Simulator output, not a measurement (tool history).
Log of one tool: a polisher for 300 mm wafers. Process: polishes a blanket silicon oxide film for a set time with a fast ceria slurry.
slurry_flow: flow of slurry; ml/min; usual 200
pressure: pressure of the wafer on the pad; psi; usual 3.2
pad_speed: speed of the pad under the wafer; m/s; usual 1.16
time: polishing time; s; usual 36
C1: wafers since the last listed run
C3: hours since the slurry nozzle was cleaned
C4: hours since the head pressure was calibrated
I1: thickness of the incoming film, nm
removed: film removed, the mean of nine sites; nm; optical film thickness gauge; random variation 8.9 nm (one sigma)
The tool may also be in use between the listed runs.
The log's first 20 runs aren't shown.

Run 21, hour 1545.1: usual settings but time 25 s; C1 479; wafers polished on this pad 2290; C3 431.9; C4 88.3; I1 2121.8. Result: removed 526.9 nm.
Run 22, hour 1638.8: usual settings but slurry_flow 220 ml/min, pad_speed 0.9 m/s; C1 737; wafers polished on this pad 3028; C3 525.6; C4 182; I1 2074.3. Result: removed 594.6 nm.
Run 23, hour 1680.6: usual settings; C1 328; wafers polished on this pad 3357; C3 567.4; C4 223.8; I1 2082.7. Result: removed 760.5 nm.
At hour 1777.1: slurry nozzle cleaned.
At hour 1865.3: worn pad replaced by a new one.
Run 24, hour 1934.6: usual settings but pad_speed 1.56 m/s; C1 1959; wafers polished on this pad 545; C3 157.5; C4 477.8; I1 2117.3. Result: removed 971.9 nm.
Run 25, hour 2019.7: usual settings but slurry_flow 160 ml/min, pressure 4 psi, time 46 s; C1 669; wafers polished on this pad 1214; C3 242.6; C4 562.9; I1 2085.5. Result: removed 1168 nm.
Run 26, hour 2074.2: usual settings but pressure 2.4 psi; C1 428; wafers polished on this pad 1643; C3 297.1; C4 617.4; I1 2082.8. Result: removed 563.2 nm.
At hour 2142.3: head pressure recalibrated.
Run 27, hour 2152.6: usual settings but slurry_flow 170 ml/min; C1 601; wafers polished on this pad 2244; C3 375.5; C4 10.3; I1 2092.7. Result: removed 734.6 nm.
Run 28, hour 2241.3: usual settings but slurry_flow 240 ml/min, pad_speed 0.94 m/s, time 48 s; C1 698; wafers polished on this pad 2943; C3 464.2; C4 99; I1 2111.8. Result: removed 843.8 nm.
Run 29, hour 2319.4: usual settings but slurry_flow 245 ml/min, pressure 3.8 psi, pad_speed 1.54 m/s, time 32 s; C1 614; wafers polished on this pad 3557; C3 542.3; C4 177.1; I1 2095.7. Result: removed 1064.2 nm.
Run 30, hour 2423.2: usual settings but slurry_flow 240 ml/min, pressure 2.9 psi, pad_speed 0.94 m/s, time 27 s; C1 816; wafers polished on this pad 4374; C3 646.1; C4 280.9; I1 2097.4. Result: removed 427 nm.
At hour 2480.7: worn pad replaced by a new one.
Run 31, hour 2527.3: usual settings but slurry_flow 255 ml/min, pressure 3.6 psi, time 32 s; C1 787; wafers polished on this pad 366; C3 750.2; C4 385; I1 2104.7. Result: removed 781.6 nm.
At hour 2529.7: slurry nozzle cleaned.
Run 32, hour 2568.8: usual settings but slurry_flow 245 ml/min, pressure 3.8 psi, pad_speed 1.54 m/s, time 32 s; C1 318; wafers polished on this pad 685; C3 39.1; C4 426.5; I1 2089.6. Result: removed 1063.3 nm.

Forecast run 33:
Run 33, hour 2625.6: usual settings; C1 447; wafers polished on this pad 1132; C3 95.9; C4 483.3; I1 2124.3. Result: removed ?.

removed: 745.8 nm
Without the tool's hidden state the same run would have given removed 745.8 nm.
